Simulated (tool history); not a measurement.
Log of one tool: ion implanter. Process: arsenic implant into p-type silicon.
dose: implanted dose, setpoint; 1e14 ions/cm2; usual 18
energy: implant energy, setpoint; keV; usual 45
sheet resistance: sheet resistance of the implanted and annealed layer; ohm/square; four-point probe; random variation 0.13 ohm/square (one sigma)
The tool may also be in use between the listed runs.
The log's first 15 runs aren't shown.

run	hour	dose	energy	read-back reference wafer on the same gauge, sheet resistance	sheet resistance
16	182.9	18	45	82.12	84.87
17	190.1	18	45	82.07	85.07
18	199.1	18	45	82.07	85.02
19	223.7	18	45	82.09	85.01
20	241.1	18	45	82.08	85.11
21	252.7	15.12	60	82.12	85.33
22	267.8	13.91	57.5	82.1	90.01
# hour 268.2: gauge calibrated
23	279.9	18	35.5	82.09	92.8
24	297.6	18	45	82.12	84.9

The next listed run, before its measurement:
25	314.1	21.51	39.5	?	?

read-back reference wafer on the same gauge, sheet resistance: 82.15
sheet resistance: 84.6 ohm/square
Without the tool's hidden state the same run would have given sheet resistance 84.65 ohm/square.
